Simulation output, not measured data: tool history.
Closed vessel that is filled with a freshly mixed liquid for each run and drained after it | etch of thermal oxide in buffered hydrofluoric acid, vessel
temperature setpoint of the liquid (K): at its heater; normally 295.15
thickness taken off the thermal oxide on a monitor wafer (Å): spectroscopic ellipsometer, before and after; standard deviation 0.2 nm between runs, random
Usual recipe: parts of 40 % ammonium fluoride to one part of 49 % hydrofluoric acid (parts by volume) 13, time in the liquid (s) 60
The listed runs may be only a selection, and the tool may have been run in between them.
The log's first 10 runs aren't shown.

run	hour	temperature setpoint of the liquid (K)	parts of 40 % ammonium fluoride to one part of 49 % hydrofluoric acid (parts by volume)	time in the liquid (s)	wafers since the last listed run	hours since the thermometer was replaced	hours since the hydrofluoric acid flow meter was replaced	hours since the gauge calibration	read-back film thickness of the thermal oxide reference wafer, read on the same gauge (nm)	thickness taken off the thermal oxide on a monitor wafer (Å)
11	375.8	295.15	13	60	1395	2854.7	2013.2	787.4	150	428.4
12	392.7	295.15	16	60	1759	2871.6	2030.1	804.3	149.99	348.6
# hour 395.3: gauge calibrated
13	420.7	295.15	13	60	2915	2899.6	2058.1	25.4	150	426.4
14	433.6	295.15	13	60	1343	2912.5	2071	38.3	150	424.9
# hour 435.8: thermometer replaced
# hour 460.2: hydrofluoric acid flow meter replaced
15	537.7	295.15	13	60	10631	101.9	77.5	142.4	150	478.3
16	554.9	295.15	13	60	1790	119.1	94.7	159.6	149.99	485
17	574.2	295.15	10	60	2009	138.4	114	178.9	150	622.3
18	604.4	295.15	13	60	3144	168.6	144.2	209.1	149.99	478.1
19	639.3	299.15	14.5	45	3634	203.5	179.1	244	150.01	402.9
20	660.1	295.15	13	60	2165	224.3	199.9	264.8	150	476.8
21	684.6	295.15	15	60	2551	248.8	224.4	289.3	149.98	415.6
22	709	295.15	13	60	2540	273.2	248.8	313.7	150.01	479.4
23	740.9	300.15	16	80	3321	305.1	280.7	345.6	149.99	678.4
24	764.7	296.65	13	85	2478	328.9	304.5	369.4	149.99	733.4
25	794.2	296.65	8.5	40	3071	358.4	334	398.9	150.01	508.6
26	825.1	299.15	14.5	45	3217	389.3	364.9	429.8	150.01	401.1
27	853.9	293.15	16.5	75	2998	418.1	393.7	458.6	150	418.3
28	866.1	295.15	15.5	60	1270	430.3	405.9	470.8	150	397
29	901.7	290.65	13	50	3706	465.9	441.5	506.4	150.01	303.9
30	935.8	293.15	13	60	3550	500	475.6	540.5	149.99	421.3
31	952.1	295.15	13	60	1697	516.3	491.9	556.8	149.98	469.2
32	969.6	295.15	17	50	1822	533.8	509.4	574.3	150	302.3

Consider 4 possible next runs. They are alternatives, not a sequence: every one starts from the tool as it was left by run 32. What does each give?
A	970.3	295.15	13	85	72	534.5	510.1	575	?	?
B	970.3	295.15	13	45	72	534.5	510.1	575	?	?
C	970.3	295.15	17.5	60	72	534.5	510.1	575	?	?
D	970.3	292.65	8.5	35	72	534.5	510.1	575	?	?

run	read-back film thickness of the thermal oxide reference wafer, read on the same gauge (nm)	thickness taken off the thermal oxide on a monitor wafer (Å)
A	150.01	673.8
B	150.01	356.7
C	150.01	355.1
D	150.01	354.4
Without the tool's hidden state the same runs would have given:
run	thickness taken off the thermal oxide on a monitor wafer (Å)
A	703.6
B	372.5
C	370.8
D	370.3
